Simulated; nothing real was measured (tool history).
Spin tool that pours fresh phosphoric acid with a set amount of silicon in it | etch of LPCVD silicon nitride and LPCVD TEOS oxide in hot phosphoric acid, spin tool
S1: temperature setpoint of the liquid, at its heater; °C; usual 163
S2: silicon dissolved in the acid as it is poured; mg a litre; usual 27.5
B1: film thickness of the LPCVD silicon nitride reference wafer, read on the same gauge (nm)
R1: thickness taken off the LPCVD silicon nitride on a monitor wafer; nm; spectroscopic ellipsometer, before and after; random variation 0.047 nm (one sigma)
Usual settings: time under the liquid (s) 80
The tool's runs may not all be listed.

Run 1, hour 0: usual settings but S1 161.5 °C; B1 70.01. Result: R1 9.23 nm.
Run 2, hour 69.4: usual settings but S1 161.5 °C; B1 69.99. Result: R1 9.2 nm.
Run 3, hour 161.3: usual settings; B1 69.99. Result: R1 9.64 nm.
Run 4, hour 258.1: usual settings; B1 69.97. Result: R1 9.75 nm.
At hour 300.8: heated supply line repaired.
Run 5, hour 316.3: usual settings but S1 164.5 °C, S2 41 mg a litre, time under the liquid (s) 45; B1 70. Result: R1 5.91 nm.
Run 6, hour 404.7: usual settings but S1 165.5 °C; B1 70.01. Result: R1 10.9 nm.
Run 7, hour 493: usual settings but S1 165 °C, time under the liquid (s) 40; B1 70.03. Result: R1 5.36 nm.
Run 8, hour 558.1: usual settings; B1 70. Result: R1 9.98 nm.
Run 9, hour 626.3: usual settings but S1 164 °C; B1 69.99. Result: R1 10.33 nm.
At hour 649.6: dissolved silicon flow meter replaced.
Run 10, hour 716.4: usual settings but S1 164.5 °C, time under the liquid (s) 100; B1 70. Result: R1 13.16 nm.
Run 11, hour 768.9: usual settings; B1 69.99. Result: R1 10.05 nm.
Run 12, hour 927.7: usual settings but S1 164.5 °C, S2 45 mg a litre, time under the liquid (s) 95; B1 69.99. Result: R1 12.44 nm.
Run 13, hour 1008.9: usual settings but S2 11 mg a litre, time under the liquid (s) 35; B1 70.01. Result: R1 4.41 nm.
Run 14, hour 1110.2: usual settings; B1 69.98. Result: R1 10.06 nm.
Run 15, hour 1216.7: usual settings but S1 164.5 °C, S2 44.5 mg a litre; B1 69.97. Result: R1 10.6 nm.
At hour 1218.5: heated supply line repaired.
At hour 1280.1: thermometer replaced.
Run 16, hour 1311.1: usual settings; B1 70. Result: R1 9.77 nm.

Run 17 comes next. What will it give?
Run 17, hour 1403.2: usual settings but S1 160.5 °C; B1 ?. Result: R1 ?.

Run 17 gave B1 69.96, R1 9.06 nm.
Without the tool's hidden state the same run would have given R1 9.04 nm.
